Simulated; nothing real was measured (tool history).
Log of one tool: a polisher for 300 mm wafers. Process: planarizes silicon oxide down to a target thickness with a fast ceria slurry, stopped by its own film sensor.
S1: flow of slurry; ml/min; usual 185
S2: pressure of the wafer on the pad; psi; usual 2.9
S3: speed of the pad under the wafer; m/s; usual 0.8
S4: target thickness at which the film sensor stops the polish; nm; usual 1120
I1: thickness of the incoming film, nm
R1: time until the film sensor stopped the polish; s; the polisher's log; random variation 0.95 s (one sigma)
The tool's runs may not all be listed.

run	hour	S1	S2	S3	S4	I1	R1
1	0	185	2.9	0.8	1120	2112.7	97.5
2	40.9	185	2.9	0.8	1120	2107.3	97.7
3	91.5	185	2.9	0.8	1120	2161.2	102.1
4	134.4	185	2.9	0.8	1120	2127	99.2
# hour 174.5: slurry nozzle cleaned
5	176.7	185	2.9	0.8	1120	2093.5	87.7
# hour 204.7: worn pad replaced by a new one
6	237	185	2.9	0.8	1120	2130.5	93.7
7	267.2	185	2.9	0.8	1120	2123.7	94.5
8	305.9	185	2.9	0.8	1120	2153.4	96.1
9	363	185	2.4	0.8	1120	2115.3	107.6
10	390	185	2.4	0.8	1120	2168.9	113.7
# hour 446.7: worn pad replaced by a new one
11	458.6	185	2.4	0.8	1120	2088.6	105.6
12	514.9	170	2.9	0.8	1120	2133.9	98.8
13	555.5	185	2.9	0.8	1120	2101.4	97
14	601.6	185	2.9	0.8	1120	2087.3	95.8
15	650.3	185	2.3	0.8	1120	2106.8	109.2
# hour 686.8: worn pad replaced by a new one
# hour 690.7: slurry nozzle cleaned
16	744.6	225	3.8	0.88	1415	2088.1	47
# hour 796.1: head pressure recalibrated
17	796.6	150	3.2	1	1120	2123.2	77.6
18	856.8	185	2.9	0.8	1120	2153.1	98
19	888.5	185	2.9	0.8	1120	2115.7	95.9
# hour 920.3: worn pad replaced by a new one
20	953.4	210	2.2	0.8	884	2146.9	140.1
21	992	185	1.9	1.08	1120	2089	94.1
22	1023.3	210	2.9	0.8	1120	2131.6	95.2
23	1073	125	2.9	0.66	1120	2142.5	129.2

Run 24 comes next. What will it give?
# hour 1125.1: worn pad replaced by a new one
24	1125.6	185	2.9	0.8	1120	2120.6	?

{"run 24": {"R1": 100.2}}
Without the tool's hidden state the same run would have given R1 90.6 s.

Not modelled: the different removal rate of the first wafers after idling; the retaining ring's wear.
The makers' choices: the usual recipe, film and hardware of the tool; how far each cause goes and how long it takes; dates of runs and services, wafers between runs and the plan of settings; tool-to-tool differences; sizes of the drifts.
